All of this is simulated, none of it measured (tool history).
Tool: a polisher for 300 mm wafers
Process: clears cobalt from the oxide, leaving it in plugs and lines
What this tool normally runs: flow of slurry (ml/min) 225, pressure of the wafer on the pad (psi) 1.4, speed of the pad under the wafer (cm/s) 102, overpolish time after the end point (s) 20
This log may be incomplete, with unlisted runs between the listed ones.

run	hour	flow of slurry (ml/min)	pressure of the wafer on the pad (psi)	speed of the pad under the wafer (cm/s)	overpolish time after the end point (s)	incoming thickness of the incoming film, nm	time until the end point was called (s)	dishing of a wide line in a test structure (nm)
1	0	225	1.4	76	15	242.8	86.1	31.4
2	40.7	225	1.4	76	15	244	87.6	30.7
# hour 51.9: worn pad replaced by a new one
3	120.4	225	1.6	102	20	239.6	59.8	43.9
4	203	225	1.6	102	20	242.4	61.7	44.1
# hour 239.2: slurry nozzle cleaned
5	305.4	225	1.4	102	20	236.1	68.4	41.6
6	379.3	225	1.4	102	20	237.3	70.6	40.7
# hour 430.7: worn pad replaced by a new one
7	436.7	225	1.4	102	20	239.2	68.3	42.7
# hour 470.4: head pressure recalibrated
8	499	225	1.4	102	20	241.2	68.5	41.7
9	576.6	225	1.4	102	20	240.8	68.6	42.5
10	631.4	225	1.4	102	20	240.6	67.7	42
# hour 677.1: slurry nozzle cleaned
11	687.5	225	1.4	102	20	239.2	69.4	41.4
12	773	250	1.4	102	20	244	71.5	41.6
# hour 804.3: worn pad replaced by a new one
13	837.4	225	1.4	102	20	242.9	69.8	41.9
14	892.2	225	1.4	102	20	240.2	67.8	42.2
15	956.8	225	1.4	102	20	239.3	68.7	42.1
16	1035.1	225	1.4	102	20	243.4	70.3	41.5
17	1073.2	225	1	102	24	241.3	94.4	39.7
# hour 1161.8: slurry nozzle cleaned
18	1175.2	300	1.6	102	20	239.9	60.7	44
# hour 1214.9: worn pad replaced by a new one, of another model than before
19	1224.8	225	1.4	102	20	238.6	67.8	41.9
20	1329.8	255	1.4	80	20	240.5	85.7	37.2
21	1387.3	225	1.1	102	20	241.2	79.1	38.5
# hour 1401.4: head pressure recalibrated
22	1433.5	225	1.4	102	20	236.8	68.3	41.8
23	1501.7	185	1.4	102	20	238.5	73.1	40.4
24	1545.3	155	1.7	136	10	241.6	51.4	33.3
# hour 1615.8: slurry nozzle cleaned
25	1622.2	305	1	68	31	242.6	126.1	38.8
26	1672.5	225	1.4	102	20	240.5	73.5	40
# hour 1685.7: worn pad replaced by a new one
27	1711.7	225	1.4	138	12	235.8	49.4	38
28	1783.9	225	1.7	102	20	243.2	61.5	44.2
29	1875.5	200	1	76	25	242.2	114	35.9
30	1955.3	180	1.4	102	31	238	73.1	49.4
31	2013.5	225	0.9	102	20	242.3	89.3	36.7
32	2072.1	295	1.4	102	24	239.7	68.9	45
# hour 2113.7: slurry nozzle cleaned
# hour 2140.8: worn pad replaced by a new one
33	2178.2	225	1.4	138	12	240.7	50.4	37.8

Predict each of these 3 candidate next runs independently; none follows another, all start after run 33:
A	2178.6	225	1.4	102	31	239.1	?	?
B	2178.6	225	1.4	102	29	239.1	?	?
C	2178.6	295	1.6	128	10	239.1	?	?

run	time until the end point was called (s)	dishing of a wide line in a test structure (nm)
A	67.1	49.9
B	67.1	48.8
C	47.7	34.2
Take away the tool's hidden state, keep each run's random variation, and the runs would have read:
run	time until the end point was called (s)	dishing of a wide line in a test structure (nm)
A	66.9	49.9
B	66.9	48.8
C	47.6	34.3
